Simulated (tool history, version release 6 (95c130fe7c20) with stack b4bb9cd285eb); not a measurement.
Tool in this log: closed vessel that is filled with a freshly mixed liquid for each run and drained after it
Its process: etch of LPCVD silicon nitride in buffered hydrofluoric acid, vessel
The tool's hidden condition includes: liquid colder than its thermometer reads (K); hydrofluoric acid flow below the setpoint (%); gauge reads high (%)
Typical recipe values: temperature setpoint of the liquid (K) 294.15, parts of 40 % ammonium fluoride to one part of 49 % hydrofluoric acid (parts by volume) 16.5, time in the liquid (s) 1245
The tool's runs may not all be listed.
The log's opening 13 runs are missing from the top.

run    hour  temperature setpoint of the liquid (K)  parts of 40 % ammonium fluoride to one part of 49 % hydrofluoric acid (parts by volume)  time in the liquid (s)  wafers since the last listed run  hours since the thermometer was replaced  hours since the hydrofluoric acid flow meter was replaced  hours since the gauge calibration  read-back film thickness of the LPCVD silicon nitride reference wafer, read on the same gauge (nm)  thickness taken off the LPCVD silicon nitride on a monitor wafer (Å)
 14  1037.6                                  295.65                                                                                     22.0                    1620                              4764                                    1281.7                                                      466.4                             2872.1                                                                                               40.04                                                                  91.5
 15  1087.8                                  296.65                                                                                     11.5                    1765                              3321                                    1331.9                                                      516.6                             2922.3                                                                                               40.06                                                                 195.7
 16  1128.9                                  294.15                                                                                     16.5                    1245                              2719                                    1373.0                                                      557.7                             2963.4                                                                                               39.99                                                                  82.9
 17  1206.4                                  294.15                                                                                     16.5                    1245                              5128                                    1450.5                                                      635.2                             3040.9                                                                                               40.02                                                                  83.1
     1371.3  -- thermometer replaced
 18  1394.7                                  296.15                                                                                     16.5                    1245                             12394                                      23.4                                                      823.5                             3229.2                                                                                               39.99                                                                  98.7
 19  1434.7                                  294.15                                                                                     18.0                    1245                              2646                                      63.4                                                      863.5                             3269.2                                                                                               40.01                                                                  81.1
 20  1537.7                                  294.15                                                                                     16.5                    1720                              6815                                     166.4                                                      966.5                             3372.2                                                                                               39.98                                                                 121.3
 21  1615.1                                  298.15                                                                                     15.0                     545                              5121                                     243.8                                                     1043.9                             3449.6                                                                                               40.02                                                                  52.7
 22  1685.4                                  294.15                                                                                     16.5                    1245                              4651                                     314.1                                                     1114.2                             3519.9                                                                                               39.97                                                                  86.2
     1697.2  -- gauge calibrated
     1707.7  -- hydrofluoric acid flow meter replaced
 23  1734.3                                  296.15                                                                                     16.5                     710                              3169                                     363.0                                                       26.6                               37.1                                                                                               40.05                                                                  56.0
 24  1884.5                                  294.15                                                                                     16.5                    1245                              9939                                     513.2                                                      176.8                              187.3                                                                                               39.99                                                                  85.8
 25  1951.0                                  290.15                                                                                     16.5                    1705                              4400                                     579.7                                                      243.3                              253.8                                                                                               40.00                                                                  92.8
 26  2013.5                                  294.15                                                                                     10.0                     520                              4135                                     642.2                                                      305.8                              316.3                                                                                               40.01                                                                  58.4
 27  2088.1                                  298.15                                                                                     16.5                    1245                              4936                                     716.8                                                      380.4                              390.9                                                                                               39.96                                                                 106.5
 28  2161.3                                  294.15                                                                                     20.5                    1245                              4843                                     790.0                                                      453.6                              464.1                                                                                               39.98                                                                  70.0
 29  2249.6                                  291.15                                                                                     21.0                    1245                              5842                                     878.3                                                      541.9                              552.4                                                                                               39.99                                                                  57.9

Run 30 has not been measured yet. What should we expect?
 30  2316.6                                  294.15                                                                                     16.5                    1245                              4433                                     945.3                                                      608.9                              619.4                                                                                                   ?                                                                     ?

Run 30 measured read-back film thickness of the LPCVD silicon nitride reference wafer, read on the same gauge (nm) 40.01, thickness taken off the LPCVD silicon nitride on a monitor wafer (Å) 84.6.
Without the tool's hidden state the same run would have given thickness taken off the LPCVD silicon nitride on a monitor wafer (Å) 88.1.

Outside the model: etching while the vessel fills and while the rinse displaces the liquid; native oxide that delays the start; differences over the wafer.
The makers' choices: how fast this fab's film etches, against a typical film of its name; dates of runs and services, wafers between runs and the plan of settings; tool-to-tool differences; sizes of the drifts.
